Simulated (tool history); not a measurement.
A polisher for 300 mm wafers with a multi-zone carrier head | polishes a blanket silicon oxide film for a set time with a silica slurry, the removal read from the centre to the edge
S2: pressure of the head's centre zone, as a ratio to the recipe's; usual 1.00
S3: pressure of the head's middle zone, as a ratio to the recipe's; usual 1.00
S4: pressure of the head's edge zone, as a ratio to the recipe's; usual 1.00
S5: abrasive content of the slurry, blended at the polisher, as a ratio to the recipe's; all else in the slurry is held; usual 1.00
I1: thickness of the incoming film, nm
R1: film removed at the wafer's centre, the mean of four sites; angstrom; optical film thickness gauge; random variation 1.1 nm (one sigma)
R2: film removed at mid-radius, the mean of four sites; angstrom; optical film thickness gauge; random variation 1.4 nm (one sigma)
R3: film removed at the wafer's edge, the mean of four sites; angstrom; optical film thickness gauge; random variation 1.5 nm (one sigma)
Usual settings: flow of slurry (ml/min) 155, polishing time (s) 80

run 1 day=0.000 | flow_of_slurry_(ml/min)=155 S2=1.00 S3=1.00 S4=1.00 S5=1.20 polishing_time_(s)=80 | I1=1266.1 | R1=1499 R2=1462 R3=1512
run 2 day=1.221 | flow_of_slurry_(ml/min)=155 S2=1.00 S3=1.00 S4=1.00 S5=1.20 polishing_time_(s)=80 | I1=1239.5 | R1=1496 R2=1488 R3=1463
run 3 day=1.733 | flow_of_slurry_(ml/min)=155 S2=1.00 S3=1.00 S4=1.00 S5=1.00 polishing_time_(s)=80 | I1=1253.4 | R1=1376 R2=1330 R3=1401
-- day=2.046 edge zone pressure recalibrated
-- day=3.050 worn pad replaced by a new one
run 4 day=3.071 | flow_of_slurry_(ml/min)=205 S2=1.00 S3=0.89 S4=1.00 S5=1.00 polishing_time_(s)=72 | I1=1230.6 | R1=1283 R2=1155 R3=1288
run 5 day=4.088 | flow_of_slurry_(ml/min)=155 S2=1.00 S3=1.00 S4=1.00 S5=1.00 polishing_time_(s)=80 | I1=1248.5 | R1=1370 R2=1343 R3=1413
run 6 day=4.733 | flow_of_slurry_(ml/min)=155 S2=1.07 S3=1.00 S4=1.08 S5=0.75 polishing_time_(s)=80 | I1=1256.4 | R1=1264 R2=1186 R3=1272
run 7 day=5.329 | flow_of_slurry_(ml/min)=205 S2=1.00 S3=1.00 S4=1.00 S5=0.70 polishing_time_(s)=80 | I1=1243.2 | R1=1217 R2=1200 R3=1206
run 8 day=6.671 | flow_of_slurry_(ml/min)=155 S2=1.00 S3=1.00 S4=1.00 S5=1.00 polishing_time_(s)=80 | I1=1264.7 | R1=1377 R2=1356 R3=1384
run 9 day=7.879 | flow_of_slurry_(ml/min)=155 S2=1.00 S3=0.94 S4=1.00 S5=1.00 polishing_time_(s)=80 | I1=1261.7 | R1=1360 R2=1284 R3=1398
-- day=9.362 worn pad replaced by a new one
run 10 day=9.383 | flow_of_slurry_(ml/min)=155 S2=0.91 S3=0.96 S4=1.00 S5=1.00 polishing_time_(s)=52 | I1=1234.4 | R1=829 R2=848 R3=901
run 11 day=10.742 | flow_of_slurry_(ml/min)=130 S2=0.96 S3=1.00 S4=1.00 S5=0.90 polishing_time_(s)=89 | I1=1231.0 | R1=1368 R2=1380 R3=1407
-- day=11.133 slurry nozzle cleaned
run 12 day=11.458 | flow_of_slurry_(ml/min)=200 S2=1.09 S3=0.96 S4=1.00 S5=0.80 polishing_time_(s)=80 | I1=1237.1 | R1=1448 R2=1273 R3=1334
-- day=11.792 centre zone pressure recalibrated
run 13 day=12.488 | flow_of_slurry_(ml/min)=155 S2=1.00 S3=1.03 S4=0.94 S5=1.00 polishing_time_(s)=80 | I1=1226.8 | R1=1445 R2=1436 R3=1378
run 14 day=13.417 | flow_of_slurry_(ml/min)=155 S2=1.00 S3=1.00 S4=1.00 S5=1.00 polishing_time_(s)=80 | I1=1266.5 | R1=1414 R2=1413 R3=1394
run 15 day=14.050 | flow_of_slurry_(ml/min)=155 S2=1.00 S3=1.00 S4=1.00 S5=1.20 polishing_time_(s)=80 | I1=1249.6 | R1=1541 R2=1532 R3=1506
run 16 day=15.471 | flow_of_slurry_(ml/min)=155 S2=1.07 S3=1.05 S4=0.93 S5=1.00 polishing_time_(s)=68 | I1=1248.2 | R1=1265 R2=1243 R3=1148
-- day=16.125 worn pad replaced by a new one
run 17 day=16.221 | flow_of_slurry_(ml/min)=155 S2=1.00 S3=1.10 S4=1.00 S5=1.00 polishing_time_(s)=80 | I1=1257.3 | R1=1411 R2=1513 R3=1414
run 18 day=17.458 | flow_of_slurry_(ml/min)=155 S2=1.06 S3=1.00 S4=1.00 S5=1.00 polishing_time_(s)=80 | I1=1232.3 | R1=1482 R2=1389 R3=1434
run 19 day=18.171 | flow_of_slurry_(ml/min)=155 S2=1.09 S3=1.00 S4=1.00 S5=1.00 polishing_time_(s)=62 | I1=1259.7 | R1=1159 R2=1063 R3=1091
run 20 day=19.404 | flow_of_slurry_(ml/min)=175 S2=1.06 S3=1.00 S4=0.95 S5=1.00 polishing_time_(s)=89 | I1=1273.0 | R1=1639 R2=1517 R3=1505

The same runs without the tool's hidden state, with the same run-to-run variation:
The hidden state here: removal rate lost through wear of the pad, %; slurry flow missing at the pad, %; deviation of the centre zone's pressure from its setpoint, %; deviation of the edge zone's pressure from its setpoint, %.
run=1 R1=1581 R2=1532 R3=1564
run=2 R1=1581 R2=1564 R3=1515
run=3 R1=1457 R2=1399 R3=1452
run=4 R1=1347 R2=1206 R3=1329
run=5 R1=1455 R2=1416 R3=1468
run=6 R1=1344 R2=1252 R3=1321
run=7 R1=1281 R2=1255 R3=1247
run=8 R1=1467 R2=1434 R3=1440
run=9 R1=1450 R2=1359 R3=1455
run=10 R1=885 R2=899 R3=939
run=11 R1=1473 R2=1473 R3=1473
run=12 R1=1454 R2=1277 R3=1337
run=13 R1=1462 R2=1451 R3=1388
run=14 R1=1439 R2=1435 R3=1410
run=15 R1=1574 R2=1561 R3=1527
run=16 R1=1301 R2=1276 R3=1169
run=17 R1=1457 R2=1558 R3=1443
run=18 R1=1539 R2=1437 R3=1468
run=19 R1=1206 R2=1101 R3=1120
run=20 R1=1708 R2=1574 R3=1546

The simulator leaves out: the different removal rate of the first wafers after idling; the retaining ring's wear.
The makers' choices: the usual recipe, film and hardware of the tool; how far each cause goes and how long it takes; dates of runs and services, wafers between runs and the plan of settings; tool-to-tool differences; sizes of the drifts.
